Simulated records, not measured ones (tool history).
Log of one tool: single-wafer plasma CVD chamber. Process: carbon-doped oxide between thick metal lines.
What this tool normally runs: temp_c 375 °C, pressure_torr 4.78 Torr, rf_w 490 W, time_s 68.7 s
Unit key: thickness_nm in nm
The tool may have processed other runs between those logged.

| run | hour | temp_c | pressure_torr | rf_w | time_s | read-back reference wafer on the same gauge, thickness_nm | thickness_nm |
|---|---|---|---|---|---|---|---|
| 1 | 0.0 | 375 | 4.78 | 490 | 63.3 | 268.270 | 303.461 |
| 2 | 13.8 | 375 | 4.78 | 490 | 63.3 | 268.949 | 305.206 |
|  | 33.5 | thermocouple changed; heater temperature recalibrated |
| 3 | 34.0 | 375 | 4.78 | 490 | 68.7 | 268.974 | 331.194 |
| 4 | 58.3 | 371 | 4.78 | 530 | 68.7 | 269.813 | 347.311 |
|  | 71.2 | gauge calibrated |
| 5 | 80.9 | 371 | 4.78 | 530 | 68.7 | 263.828 | 341.435 |
| 6 | 115.4 | 371 | 4.78 | 530 | 68.7 | 263.937 | 341.964 |
| 7 | 150.6 | 371 | 4.78 | 490 | 68.7 | 263.929 | 328.848 |
| 8 | 185.4 | 371 | 4.78 | 490 | 68.7 | 264.035 | 326.438 |
| 9 | 200.9 | 363 | 4.25 | 490 | 56.2 | 264.373 | 267.049 |
|  | 229.5 | capacitance manometer re-zeroed and calibrated |
| 10 | 230.0 | 371 | 4.78 | 530 | 68.7 | 264.157 | 342.411 |
|  | 238.7 | showerhead replaced |
|  | 239.6 | RF generator calibrated |
| 11 | 247.0 | 389 | 3.71 | 490 | 68.7 | 264.029 | 301.712 |
| 12 | 270.6 | 371 | 4.78 | 490 | 68.7 | 264.391 | 327.132 |
| 13 | 293.4 | 371 | 5.82 | 540 | 82.2 | 264.339 | 423.433 |
| 14 | 325.1 | 366 | 3.77 | 460 | 61.2 | 264.587 | 274.075 |
| 15 | 355.1 | 385 | 4.78 | 490 | 68.7 | 264.947 | 318.813 |
| 16 | 374.0 | 375 | 4.78 | 490 | 68.7 | 264.962 | 322.747 |
| 17 | 386.3 | 383 | 5.84 | 490 | 81.0 | 265.020 | 387.230 |
| 18 | 420.1 | 385 | 3.59 | 460 | 68.7 | 265.286 | 292.843 |
| 19 | 432.2 | 368 | 5.97 | 425 | 68.7 | 265.569 | 313.830 |
| 20 | 466.6 | 383 | 5.31 | 490 | 81.2 | 265.640 | 385.833 |
| 21 | 499.9 | 375 | 4.78 | 490 | 68.7 | 266.220 | 327.592 |
| 22 | 512.3 | 367 | 5.85 | 575 | 73.0 | 266.007 | 396.771 |
| 23 | 545.2 | 375 | 5.55 | 580 | 59.2 | 266.284 | 317.864 |
| 24 | 575.2 | 362 | 4.06 | 420 | 68.7 | 266.571 | 300.268 |
| 25 | 600.7 | 375 | 4.78 | 415 | 59.9 | 267.146 | 258.320 |
| 26 | 629.6 | 375 | 4.78 | 490 | 68.7 | 267.282 | 327.258 |
| 27 | 654.1 | 389 | 5.75 | 490 | 68.7 | 267.972 | 329.106 |
| 28 | 687.1 | 375 | 4.78 | 550 | 81.7 | 268.177 | 416.318 |
| 29 | 702.7 | 370 | 4.13 | 415 | 72.8 | 268.550 | 312.441 |

3 options for the next run, each taken on its own from the tool as it stands now. Forecast them:
| A | 703.1 | 375 | 4.78 | 535 | 68.7 | ? | ? |
| B | 703.1 | 365 | 5.26 | 490 | 68.7 | ? | ? |
| C | 703.1 | 362 | 4.78 | 420 | 68.7 | ? | ? |

| run | read-back reference wafer on the same gauge, thickness_nm | thickness_nm |
|---|---|---|
| A | 268.790 | 345.506 |
| B | 268.790 | 342.771 |
| C | 268.790 | 310.314 |
The same runs, with their run-to-run variation unchanged, on a tool lacking any hidden condition would have given:
| run | thickness_nm |
|---|---|
| A | 339.745 |
| B | 337.054 |
| C | 305.139 |

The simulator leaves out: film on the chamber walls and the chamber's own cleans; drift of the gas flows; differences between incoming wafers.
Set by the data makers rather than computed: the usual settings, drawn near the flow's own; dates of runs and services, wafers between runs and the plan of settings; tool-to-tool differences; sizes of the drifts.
